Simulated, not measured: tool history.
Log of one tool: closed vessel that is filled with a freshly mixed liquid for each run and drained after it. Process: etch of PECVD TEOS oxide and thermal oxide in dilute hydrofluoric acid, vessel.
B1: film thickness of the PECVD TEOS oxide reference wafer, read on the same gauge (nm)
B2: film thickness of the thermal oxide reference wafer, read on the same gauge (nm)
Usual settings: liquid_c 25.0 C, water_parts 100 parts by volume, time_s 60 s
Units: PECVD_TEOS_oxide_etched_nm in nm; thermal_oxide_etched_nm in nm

Run 1, day 0.000: usual settings but liquid_c 22.0 C, time_s 35 s; B1 50.00; B2 50.020. Result: PECVD_TEOS_oxide_etched_nm 8.43 nm, thermal_oxide_etched_nm 1.375 nm.
Run 2, day 1.517: usual settings but liquid_c 22.0 C, time_s 35 s; B1 49.97; B2 50.043. Result: PECVD_TEOS_oxide_etched_nm 8.45 nm, thermal_oxide_etched_nm 1.401 nm.
Run 3, day 4.112: usual settings but water_parts 135 parts by volume; B1 49.97; B2 50.004. Result: PECVD_TEOS_oxide_etched_nm 11.67 nm, thermal_oxide_etched_nm 1.912 nm.
Run 4, day 7.167: usual settings but water_parts 75 parts by volume; B1 49.98; B2 49.988. Result: PECVD_TEOS_oxide_etched_nm 22.75 nm, thermal_oxide_etched_nm 3.692 nm.
Run 5, day 9.217: usual settings but water_parts 75 parts by volume; B1 49.97; B2 49.960. Result: PECVD_TEOS_oxide_etched_nm 22.81 nm, thermal_oxide_etched_nm 3.724 nm.
Run 6, day 10.350: usual settings; B1 50.01; B2 50.047. Result: PECVD_TEOS_oxide_etched_nm 16.56 nm, thermal_oxide_etched_nm 2.730 nm.
Run 7, day 11.833: usual settings; B1 50.02; B2 49.973. Result: PECVD_TEOS_oxide_etched_nm 16.68 nm, thermal_oxide_etched_nm 2.672 nm.
At day 13.721: thermometer replaced.
Run 8, day 13.817: usual settings but water_parts 75 parts by volume; B1 50.01; B2 50.010. Result: PECVD_TEOS_oxide_etched_nm 22.87 nm, thermal_oxide_etched_nm 3.763 nm.
Run 9, day 14.862: usual settings but liquid_c 27.0 C, water_parts 80 parts by volume; B1 49.99; B2 50.000. Result: PECVD_TEOS_oxide_etched_nm 23.09 nm, thermal_oxide_etched_nm 3.810 nm.
Run 10, day 16.142: usual settings; B1 50.02; B2 49.993. Result: PECVD_TEOS_oxide_etched_nm 16.67 nm, thermal_oxide_etched_nm 2.733 nm.
Run 11, day 18.508: usual settings but liquid_c 29.0 C, water_parts 55 parts by volume; B1 49.97; B2 49.999. Result: PECVD_TEOS_oxide_etched_nm 37.93 nm, thermal_oxide_etched_nm 6.162 nm.
Run 12, day 21.346: usual settings but water_parts 125 parts by volume; B1 50.00; B2 50.043. Result: PECVD_TEOS_oxide_etched_nm 13.04 nm, thermal_oxide_etched_nm 2.142 nm.
At day 21.512: hydrofluoric acid flow meter replaced.
Run 13, day 23.446: usual settings but liquid_c 22.0 C, time_s 80 s; B1 49.97; B2 50.028. Result: PECVD_TEOS_oxide_etched_nm 20.54 nm, thermal_oxide_etched_nm 3.337 nm.
Run 14, day 25.962: usual settings but liquid_c 23.5 C, time_s 75 s; B1 50.02; B2 49.988. Result: PECVD_TEOS_oxide_etched_nm 20.60 nm, thermal_oxide_etched_nm 3.354 nm.
Run 15, day 28.700: usual settings; B1 50.01; B2 49.991. Result: PECVD_TEOS_oxide_etched_nm 17.49 nm, thermal_oxide_etched_nm 2.849 nm.
Run 16, day 30.608: usual settings but liquid_c 20.5 C, water_parts 60 parts by volume, time_s 85 s; B1 49.98; B2 50.003. Result: PECVD_TEOS_oxide_etched_nm 36.19 nm, thermal_oxide_etched_nm 5.857 nm.
Run 17, day 31.804: usual settings but liquid_c 29.0 C, time_s 85 s; B1 50.01; B2 49.986. Result: PECVD_TEOS_oxide_etched_nm 28.86 nm, thermal_oxide_etched_nm 4.746 nm.
Run 18, day 32.971: usual settings but liquid_c 29.0 C, water_parts 145 parts by volume, time_s 70 s; B1 50.05; B2 49.996. Result: PECVD_TEOS_oxide_etched_nm 15.56 nm, thermal_oxide_etched_nm 2.591 nm.
At day 35.154: gauge calibrated.
Run 19, day 35.196: usual settings but liquid_c 23.5 C, time_s 75 s; B1 50.00; B2 50.001. Result: PECVD_TEOS_oxide_etched_nm 20.76 nm, thermal_oxide_etched_nm 3.381 nm.
At day 37.800: hydrofluoric acid flow meter replaced, repeated, since the last time left the tool worse.
Run 20, day 38.000: usual settings but water_parts 80 parts by volume; B1 49.99; B2 49.996. Result: PECVD_TEOS_oxide_etched_nm 20.31 nm, thermal_oxide_etched_nm 3.294 nm.
Run 21, day 40.183: usual settings but liquid_c 20.0 C, water_parts 55 parts by volume; B1 49.97; B2 49.994. Result: PECVD_TEOS_oxide_etched_nm 25.05 nm, thermal_oxide_etched_nm 4.081 nm.
Run 22, day 42.412: usual settings; B1 50.01; B2 49.986. Result: PECVD_TEOS_oxide_etched_nm 15.99 nm, thermal_oxide_etched_nm 2.609 nm.
Run 23, day 44.992: usual settings but liquid_c 29.0 C, time_s 80 s; B1 49.99; B2 50.026. Result: PECVD_TEOS_oxide_etched_nm 24.93 nm, thermal_oxide_etched_nm 4.078 nm.
Run 24, day 46.833: usual settings but liquid_c 20.0 C, time_s 30 s; B1 50.00; B2 50.000. Result: PECVD_TEOS_oxide_etched_nm 6.60 nm, thermal_oxide_etched_nm 1.074 nm.
Run 25, day 49.246: usual settings but water_parts 135 parts by volume, time_s 90 s; B1 50.03; B2 50.015. Result: PECVD_TEOS_oxide_etched_nm 17.17 nm, thermal_oxide_etched_nm 2.802 nm.

Forecast each of these 5 alternatives for the next run:
Run A, day 49.275: usual settings; B1 ?; B2 ?. Result: PECVD_TEOS_oxide_etched_nm ?, thermal_oxide_etched_nm ?.
Run B, day 49.275: usual settings but liquid_c 27.5 C, water_parts 75 parts by volume, time_s 80 s; B1 ?; B2 ?. Result: PECVD_TEOS_oxide_etched_nm ?, thermal_oxide_etched_nm ?.
Run C, day 49.275: usual settings but liquid_c 20.5 C; B1 ?; B2 ?. Result: PECVD_TEOS_oxide_etched_nm ?, thermal_oxide_etched_nm ?.
Run D, day 49.275: usual settings but liquid_c 27.0 C; B1 ?; B2 ?. Result: PECVD_TEOS_oxide_etched_nm ?, thermal_oxide_etched_nm ?.
Run E, day 49.275: usual settings but liquid_c 27.5 C, water_parts 130 parts by volume; B1 ?; B2 ?. Result: PECVD_TEOS_oxide_etched_nm ?, thermal_oxide_etched_nm ?.

run     B1      B2  PECVD_TEOS_oxide_etched_nm  thermal_oxide_etched_nm
  A  50.00  50.003                       16.23                    2.639
  B  50.00  50.003                       32.89                    5.346
  C  50.00  50.003                       13.55                    2.203
  D  50.00  50.003                       17.55                    2.853
  E  50.00  50.003                       13.24                    2.152
Without the tool's hidden state the same runs would have given:
run  PECVD_TEOS_oxide_etched_nm  thermal_oxide_etched_nm
  A                       15.99                    2.599
  B                       32.40                    5.268
  C                       13.35                    2.170
  D                       17.28                    2.809
  E                       13.03                    2.119

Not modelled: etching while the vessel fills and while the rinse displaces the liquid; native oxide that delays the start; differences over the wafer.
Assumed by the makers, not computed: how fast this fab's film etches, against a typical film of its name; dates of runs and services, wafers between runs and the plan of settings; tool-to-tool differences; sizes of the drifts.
